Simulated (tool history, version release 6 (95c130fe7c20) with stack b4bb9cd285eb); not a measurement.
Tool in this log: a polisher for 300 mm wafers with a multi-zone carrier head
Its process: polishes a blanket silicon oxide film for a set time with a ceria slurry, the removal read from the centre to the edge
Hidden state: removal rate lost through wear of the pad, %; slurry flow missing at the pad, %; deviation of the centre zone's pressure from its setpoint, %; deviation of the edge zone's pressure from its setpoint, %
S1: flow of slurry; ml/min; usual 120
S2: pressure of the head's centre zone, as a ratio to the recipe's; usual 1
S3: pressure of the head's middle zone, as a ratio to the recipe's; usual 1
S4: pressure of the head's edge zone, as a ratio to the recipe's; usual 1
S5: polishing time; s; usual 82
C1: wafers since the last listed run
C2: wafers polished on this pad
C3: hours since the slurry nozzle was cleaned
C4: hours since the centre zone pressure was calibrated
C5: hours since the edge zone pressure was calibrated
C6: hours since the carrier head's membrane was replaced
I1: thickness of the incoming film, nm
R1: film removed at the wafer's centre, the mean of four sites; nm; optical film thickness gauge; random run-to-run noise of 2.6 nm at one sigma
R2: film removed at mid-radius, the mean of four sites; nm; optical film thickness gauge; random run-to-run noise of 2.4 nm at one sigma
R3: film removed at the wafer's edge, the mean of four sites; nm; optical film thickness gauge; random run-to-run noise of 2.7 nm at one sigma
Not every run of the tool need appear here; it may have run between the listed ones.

run 1 hour=0 | S1=145 S2=1 S3=1 S4=1 S5=82 | C1=0 C2=2003 C3=116.2 C4=378.6 C5=102.2 C6=976.3 | I1=941.6 | R1=318.8 R2=323.5 R3=321.4
run 2 hour=83.3 | S1=145 S2=1 S3=1 S4=1 S5=82 | C1=668 C2=2672 C3=199.5 C4=461.9 C5=185.5 C6=1059.6 | I1=965 | R1=311.8 R2=325.6 R3=323.7
-- hour=110.8 carrier head's membrane replaced by a new one
run 3 hour=121.6 | S1=150 S2=1 S3=0.88 S4=1 S5=82 | C1=267 C2=2939 C3=237.8 C4=500.2 C5=223.8 C6=10.8 | I1=946.2 | R1=314.7 R2=301.4 R3=327.9
-- hour=135.5 centre zone pressure recalibrated
run 4 hour=167.9 | S1=120 S2=1 S3=1.06 S4=1 S5=82 | C1=355 C2=3294 C3=284.1 C4=32.4 C5=270.1 C6=57.1 | I1=947.4 | R1=311.3 R2=328.2 R3=312.4
run 5 hour=206.9 | S1=120 S2=1 S3=1 S4=1 S5=82 | C1=312 C2=3607 C3=323.1 C4=71.4 C5=309.1 C6=96.1 | I1=954.5 | R1=306.9 R2=314.4 R3=312.2
-- hour=254.9 worn pad replaced by a new one
run 6 hour=294 | S1=90 S2=1 S3=0.88 S4=1 S5=82 | C1=666 C2=314 C3=410.2 C4=158.5 C5=396.2 C6=183.2 | I1=962.8 | R1=280.3 R2=270.8 R3=297.2
run 7 hour=382.3 | S1=120 S2=1 S3=1.04 S4=1 S5=102 | C1=708 C2=1022 C3=498.5 C4=246.8 C5=484.5 C6=271.5 | I1=939.8 | R1=376.8 R2=404.5 R3=391.7
-- hour=407 slurry nozzle cleaned
-- hour=428.4 edge zone pressure recalibrated
run 8 hour=476.4 | S1=120 S2=1 S3=1 S4=1 S5=82 | C1=730 C2=1753 C3=69.4 C4=340.9 C5=48 C6=365.6 | I1=955.5 | R1=296.5 R2=315.1 R3=317.3
run 9 hour=531 | S1=120 S2=1.11 S3=1.1 S4=1 S5=82 | C1=437 C2=2191 C3=124 C4=395.5 C5=102.6 C6=420.2 | I1=948.8 | R1=333.3 R2=336.6 R3=313.7
run 10 hour=597.8 | S1=120 S2=1 S3=1 S4=1 S5=82 | C1=535 C2=2726 C3=190.8 C4=462.3 C5=169.4 C6=487 | I1=953.5 | R1=298.2 R2=313.7 R3=310.4
-- hour=613.4 centre zone pressure recalibrated
run 11 hour=704.4 | S1=105 S2=0.97 S3=1 S4=1.06 S5=82 | C1=839 C2=3566 C3=297.4 C4=91 C5=276 C6=593.6 | I1=967.8 | R1=293.1 R2=302.3 R3=319.2
run 12 hour=807.9 | S1=120 S2=0.91 S3=1 S4=1 S5=82 | C1=830 C2=4396 C3=400.9 C4=194.5 C5=379.5 C6=697.1 | I1=949.6 | R1=281.7 R2=310.3 R3=313.3
-- hour=862.1 worn pad replaced by a new one
-- hour=908.3 edge zone pressure recalibrated
run 13 hour=915.7 | S1=120 S2=1 S3=1 S4=1 S5=82 | C1=816 C2=414 C3=508.7 C4=302.3 C5=7.4 C6=804.9 | I1=942.3 | R1=305.3 R2=314.2 R3=314.7
-- hour=976.3 carrier head's membrane replaced by a new one
run 14 hour=998.5 | S1=120 S2=1 S3=0.97 S4=1.09 S5=82 | C1=624 C2=1038 C3=591.5 C4=385.1 C5=90.2 C6=22.2 | I1=944.2 | R1=300.7 R2=305.7 R3=324.9
-- hour=1004 slurry nozzle cleaned
run 15 hour=1105 | S1=120 S2=1 S3=1 S4=1 S5=82 | C1=846 C2=1884 C3=101 C4=491.6 C5=196.7 C6=128.7 | I1=956.6 | R1=297.9 R2=307.5 R3=315.2
-- hour=1121.6 centre zone pressure recalibrated
run 16 hour=1182.5 | S1=120 S2=1 S3=1.05 S4=1 S5=82 | C1=605 C2=2490 C3=178.5 C4=60.9 C5=274.2 C6=206.2 | I1=948.5 | R1=312.2 R2=323.6 R3=314.8
run 17 hour=1224.9 | S1=120 S2=1 S3=1 S4=1 S5=82 | C1=340 C2=2830 C3=220.9 C4=103.3 C5=316.6 C6=248.6 | I1=949.5 | R1=312.4 R2=311.7 R3=312.7
run 18 hour=1298.5 | S1=140 S2=0.9 S3=1 S4=1 S5=82 | C1=590 C2=3420 C3=294.5 C4=176.9 C5=390.2 C6=322.2 | I1=954.5 | R1=284.4 R2=319.2 R3=321.1
run 19 hour=1354.8 | S1=120 S2=1 S3=1 S4=1 S5=105 | C1=451 C2=3872 C3=350.8 C4=233.2 C5=446.5 C6=378.5 | I1=957.9 | R1=399.2 R2=401.4 R3=400.4
-- hour=1440.1 edge zone pressure recalibrated
run 20 hour=1446 | S1=145 S2=1 S3=1 S4=0.9 S5=82 | C1=715 C2=4587 C3=442 C4=324.4 C5=5.9 C6=469.7 | I1=962 | R1=316.4 R2=325.8 R3=307.2
-- hour=1450.4 worn pad replaced by a new one
run 21 hour=1527.9 | S1=120 S2=1 S3=0.88 S4=1 S5=63 | C1=624 C2=621 C3=523.9 C4=406.3 C5=87.8 C6=551.6 | I1=940.8 | R1=234.3 R2=224.2 R3=240.1

Give the tool's hidden conditions for every run:
removal rate lost through wear of the pad, %: 0 at every run
slurry flow missing at the pad, %: 0 at every run
deviation of the edge zone's pressure from its setpoint, %: 0 at every run
H1: deviation of the centre zone's pressure from its setpoint, %
run=1 H1=-4.91
run=2 H1=-5.16
run=3 H1=-5.24
run=4 H1=-1.38
run=5 H1=-2.27
run=6 H1=-3.69
run=7 H1=-4.58
run=8 H1=-5.16
run=9 H1=-5.38
run=10 H1=-5.57
run=11 H1=-2.31
run=12 H1=-3.76
run=13 H1=-4.61
run=14 H1=-4.99
run=15 H1=-5.29
run=16 H1=-0.987
run=17 H1=-1.81
run=18 H1=-2.85
run=19 H1=-3.41
run=20 H1=-4.01
run=21 H1=-4.35

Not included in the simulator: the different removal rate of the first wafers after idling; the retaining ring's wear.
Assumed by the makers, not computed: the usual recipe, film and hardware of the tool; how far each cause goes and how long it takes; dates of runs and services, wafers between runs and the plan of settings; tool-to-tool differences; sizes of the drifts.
